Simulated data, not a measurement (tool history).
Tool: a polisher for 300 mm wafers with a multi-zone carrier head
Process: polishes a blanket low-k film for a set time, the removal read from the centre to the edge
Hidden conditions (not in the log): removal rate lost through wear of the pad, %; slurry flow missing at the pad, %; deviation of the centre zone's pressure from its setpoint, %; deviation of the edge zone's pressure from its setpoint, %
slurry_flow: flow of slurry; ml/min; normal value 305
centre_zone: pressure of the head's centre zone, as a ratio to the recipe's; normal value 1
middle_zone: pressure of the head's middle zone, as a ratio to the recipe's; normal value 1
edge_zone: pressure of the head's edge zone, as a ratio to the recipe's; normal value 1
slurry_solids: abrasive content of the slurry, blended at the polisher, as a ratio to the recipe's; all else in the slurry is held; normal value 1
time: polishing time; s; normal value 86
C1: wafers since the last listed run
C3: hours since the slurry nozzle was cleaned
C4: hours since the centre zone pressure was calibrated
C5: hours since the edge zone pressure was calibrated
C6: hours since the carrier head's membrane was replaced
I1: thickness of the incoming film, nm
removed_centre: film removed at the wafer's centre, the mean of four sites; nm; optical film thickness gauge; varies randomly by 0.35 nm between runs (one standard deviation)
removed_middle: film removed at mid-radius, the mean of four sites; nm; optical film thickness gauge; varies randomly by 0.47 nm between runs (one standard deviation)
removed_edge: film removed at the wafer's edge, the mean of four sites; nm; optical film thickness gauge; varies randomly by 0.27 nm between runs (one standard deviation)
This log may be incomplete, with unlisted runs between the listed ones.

{"run": 1, "hour": 0.0, "slurry_flow": 305, "centre_zone": 1, "middle_zone": 1, "edge_zone": 1, "slurry_solids": 1, "time": 86, "C1": 0, "wafers polished on this pad": 3623, "C3": 259.3, "C4": 320.8, "C5": 525.7, "C6": 466.7, "I1": 636, "removed_centre": 37.4, "removed_middle": 34.4, "removed_edge": 35}
{"hour": 16.8, "done": "worn pad replaced by a new one"}
{"run": 2, "hour": 56.8, "slurry_flow": 305, "centre_zone": 1, "middle_zone": 1, "edge_zone": 1.09, "slurry_solids": 1, "time": 86, "C1": 513, "wafers polished on this pad": 388, "C3": 316.1, "C4": 377.6, "C5": 582.5, "C6": 523.5, "I1": 632.7, "removed_centre": 37.1, "removed_middle": 34.5, "removed_edge": 36.5}
{"hour": 83.8, "done": "centre zone pressure recalibrated"}
{"run": 3, "hour": 89.2, "slurry_flow": 305, "centre_zone": 1, "middle_zone": 1, "edge_zone": 0.9, "slurry_solids": 1, "time": 86, "C1": 295, "wafers polished on this pad": 684, "C3": 348.5, "C4": 5.4, "C5": 614.9, "C6": 555.9, "I1": 625.6, "removed_centre": 35.8, "removed_middle": 34.6, "removed_edge": 33.7}
{"run": 4, "hour": 130.1, "slurry_flow": 220, "centre_zone": 1, "middle_zone": 1, "edge_zone": 1, "slurry_solids": 1, "time": 77, "C1": 397, "wafers polished on this pad": 1082, "C3": 389.4, "C4": 46.3, "C5": 655.8, "C6": 596.8, "I1": 630.2, "removed_centre": 30.3, "removed_middle": 29.4, "removed_edge": 30.6}
{"run": 5, "hour": 164.1, "slurry_flow": 305, "centre_zone": 1, "middle_zone": 1, "edge_zone": 1, "slurry_solids": 0.75, "time": 100, "C1": 330, "wafers polished on this pad": 1413, "C3": 423.4, "C4": 80.3, "C5": 689.8, "C6": 630.8, "I1": 629, "removed_centre": 35.6, "removed_middle": 34.3, "removed_edge": 34.4}
{"run": 6, "hour": 195.7, "slurry_flow": 235, "centre_zone": 1.06, "middle_zone": 1, "edge_zone": 1, "slurry_solids": 1, "time": 107, "C1": 307, "wafers polished on this pad": 1720, "C3": 455, "C4": 111.9, "C5": 721.4, "C6": 662.4, "I1": 624.8, "removed_centre": 46.2, "removed_middle": 41.9, "removed_edge": 42.2}
{"run": 7, "hour": 226.8, "slurry_flow": 205, "centre_zone": 1, "middle_zone": 1, "edge_zone": 0.96, "slurry_solids": 1, "time": 71, "C1": 302, "wafers polished on this pad": 2023, "C3": 486.1, "C4": 143, "C5": 752.5, "C6": 693.5, "I1": 624.5, "removed_centre": 28.2, "removed_middle": 27.1, "removed_edge": 27.3}
{"run": 8, "hour": 295.0, "slurry_flow": 305, "centre_zone": 1.1, "middle_zone": 1.11, "edge_zone": 1, "slurry_solids": 1, "time": 86, "C1": 663, "wafers polished on this pad": 2687, "C3": 554.3, "C4": 211.2, "C5": 820.7, "C6": 761.7, "I1": 640.2, "removed_centre": 40.1, "removed_middle": 38.5, "removed_edge": 35.2}
{"run": 9, "hour": 327.7, "slurry_flow": 305, "centre_zone": 1.09, "middle_zone": 1, "edge_zone": 1, "slurry_solids": 1, "time": 86, "C1": 318, "wafers polished on this pad": 3005, "C3": 587, "C4": 243.9, "C5": 853.4, "C6": 794.4, "I1": 632.9, "removed_centre": 40, "removed_middle": 34.6, "removed_edge": 34.7}
{"hour": 345.1, "done": "edge zone pressure recalibrated"}
{"run": 10, "hour": 372.8, "slurry_flow": 305, "centre_zone": 1, "middle_zone": 1, "edge_zone": 1, "slurry_solids": 1, "time": 86, "C1": 419, "wafers polished on this pad": 3424, "C3": 632.1, "C4": 289, "C5": 27.7, "C6": 839.5, "I1": 624.7, "removed_centre": 37.1, "removed_middle": 33.8, "removed_edge": 34.7}
{"run": 11, "hour": 421.9, "slurry_flow": 400, "centre_zone": 1, "middle_zone": 1.11, "edge_zone": 1, "slurry_solids": 1, "time": 86, "C1": 477, "wafers polished on this pad": 3902, "C3": 681.2, "C4": 338.1, "C5": 76.8, "C6": 888.6, "I1": 624.5, "removed_centre": 38, "removed_middle": 39.4, "removed_edge": 35.7}
{"hour": 478.0, "done": "carrier head's membrane replaced by a new one"}
{"run": 12, "hour": 478.4, "slurry_flow": 245, "centre_zone": 1, "middle_zone": 1, "edge_zone": 0.96, "slurry_solids": 1, "time": 86, "C1": 501, "wafers polished on this pad": 4403, "C3": 737.7, "C4": 394.6, "C5": 133.3, "C6": 0.4, "I1": 625.4, "removed_centre": 36, "removed_middle": 34.2, "removed_edge": 33.4}
{"hour": 505.1, "done": "worn pad replaced by a new one"}
{"hour": 512.2, "done": "slurry nozzle cleaned"}
{"run": 13, "hour": 531.9, "slurry_flow": 305, "centre_zone": 1, "middle_zone": 1, "edge_zone": 1.04, "slurry_solids": 1, "time": 86, "C1": 471, "wafers polished on this pad": 250, "C3": 19.7, "C4": 448.1, "C5": 186.8, "C6": 53.9, "I1": 633.4, "removed_centre": 37.1, "removed_middle": 34.7, "removed_edge": 35.8}
{"run": 14, "hour": 585.4, "slurry_flow": 215, "centre_zone": 1.09, "middle_zone": 1, "edge_zone": 0.94, "slurry_solids": 1, "time": 59, "C1": 520, "wafers polished on this pad": 771, "C3": 73.2, "C4": 501.6, "C5": 240.3, "C6": 107.4, "I1": 631.5, "removed_centre": 27.1, "removed_middle": 22.8, "removed_edge": 22.8}
{"hour": 604.6, "done": "centre zone pressure recalibrated"}
{"run": 15, "hour": 645.9, "slurry_flow": 335, "centre_zone": 1.08, "middle_zone": 1, "edge_zone": 1, "slurry_solids": 1.1, "time": 104, "C1": 569, "wafers polished on this pad": 1340, "C3": 133.7, "C4": 41.3, "C5": 300.8, "C6": 167.9, "I1": 634.7, "removed_centre": 50.3, "removed_middle": 44.7, "removed_edge": 44.7}
{"run": 16, "hour": 703.0, "slurry_flow": 305, "centre_zone": 1.09, "middle_zone": 1.06, "edge_zone": 0.92, "slurry_solids": 1.1, "time": 86, "C1": 555, "wafers polished on this pad": 1896, "C3": 190.8, "C4": 98.4, "C5": 357.9, "C6": 225, "I1": 630.9, "removed_centre": 41.2, "removed_middle": 37.7, "removed_edge": 35.7}
{"run": 17, "hour": 738.5, "slurry_flow": 305, "centre_zone": 1, "middle_zone": 1, "edge_zone": 1, "slurry_solids": 1, "time": 86, "C1": 345, "wafers polished on this pad": 2241, "C3": 226.3, "C4": 133.9, "C5": 393.4, "C6": 260.5, "I1": 637.2, "removed_centre": 37.1, "removed_middle": 35.4, "removed_edge": 35.2}
{"run": 18, "hour": 806.4, "slurry_flow": 305, "centre_zone": 1, "middle_zone": 1, "edge_zone": 1, "slurry_solids": 1, "time": 86, "C1": 660, "wafers polished on this pad": 2902, "C3": 294.2, "C4": 201.8, "C5": 461.3, "C6": 328.4, "I1": 630.8, "removed_centre": 36.9, "removed_middle": 34.5, "removed_edge": 35.4}
{"run": 19, "hour": 954.6, "slurry_flow": 305, "centre_zone": 0.94, "middle_zone": 1.06, "edge_zone": 1.09, "slurry_solids": 1, "time": 86, "C1": 1442, "wafers polished on this pad": 4344, "C3": 442.4, "C4": 350, "C5": 609.5, "C6": 476.6, "I1": 621.7, "removed_centre": 34.9, "removed_middle": 36.9, "removed_edge": 35.9}
{"run": 20, "hour": 997.8, "slurry_flow": 305, "centre_zone": 1, "middle_zone": 1.06, "edge_zone": 0.94, "slurry_solids": 1.2, "time": 86, "C1": 420, "wafers polished on this pad": 4764, "C3": 485.6, "C4": 393.2, "C5": 652.7, "C6": 519.8, "I1": 630.5, "removed_centre": 41.7, "removed_middle": 40.1, "removed_edge": 37}
{"hour": 1017.7, "done": "worn pad replaced by a new one"}
{"run": 21, "hour": 1026.8, "slurry_flow": 305, "centre_zone": 1, "middle_zone": 1, "edge_zone": 1, "slurry_solids": 1, "time": 86, "C1": 243, "wafers polished on this pad": 88, "C3": 514.6, "C4": 422.2, "C5": 681.7, "C6": 548.8, "I1": 631.8, "removed_centre": 38.2, "removed_middle": 34.2, "removed_edge": 35.1}

Across each entry between runs, compare the hidden state at the last listed run before it with the hidden state at the first listed run after it:
In the gap between runs 1 and 2: worn pad replaced by a new one (hour 16.8)
  deviation of the centre zone's pressure from its setpoint, %: 3.41 -> 4.14
  the result without the hidden state subtracted from the measured one, removed_centre: +1.3 -> +1.5 nm
In the gap between runs 2 and 3: centre zone pressure recalibrated (hour 83.8)
  deviation of the centre zone's pressure from its setpoint, %: 4.14 -> -0.514
  the result without the hidden state subtracted from the measured one, removed_centre: +1.5 -> -0.2 nm
In the gap between runs 9 and 10: edge zone pressure recalibrated (hour 345.1)
  deviation of the centre zone's pressure from its setpoint, %: 2.54 -> 3.12
  the result without the hidden state subtracted from the measured one, removed_centre: +1 -> +1.1 nm
In the gap between runs 11 and 12: carrier head's membrane replaced by a new one (hour 478)
  deviation of the centre zone's pressure from its setpoint, %: 3.75 -> 4.47
  the result without the hidden state subtracted from the measured one, removed_centre: +1.3 -> +1.5 nm
In the gap between runs 12 and 13: worn pad replaced by a new one (hour 505.1); slurry nozzle cleaned (hour 512.2)
  deviation of the centre zone's pressure from its setpoint, %: 4.47 -> 5.16
  the result without the hidden state subtracted from the measured one, removed_centre: +1.5 -> +1.8 nm
In the gap between runs 14 and 15: centre zone pressure recalibrated (hour 604.6)
  deviation of the centre zone's pressure from its setpoint, %: 5.84 -> 0.9
  the result without the hidden state subtracted from the measured one, removed_centre: +1.5 -> +0.4 nm
In the gap between runs 20 and 21: worn pad replaced by a new one (hour 1017.7)
  deviation of the centre zone's pressure from its setpoint, %: 5.41 -> 5.78
  the result without the hidden state subtracted from the measured one, removed_centre: +2.2 -> +2.1 nm
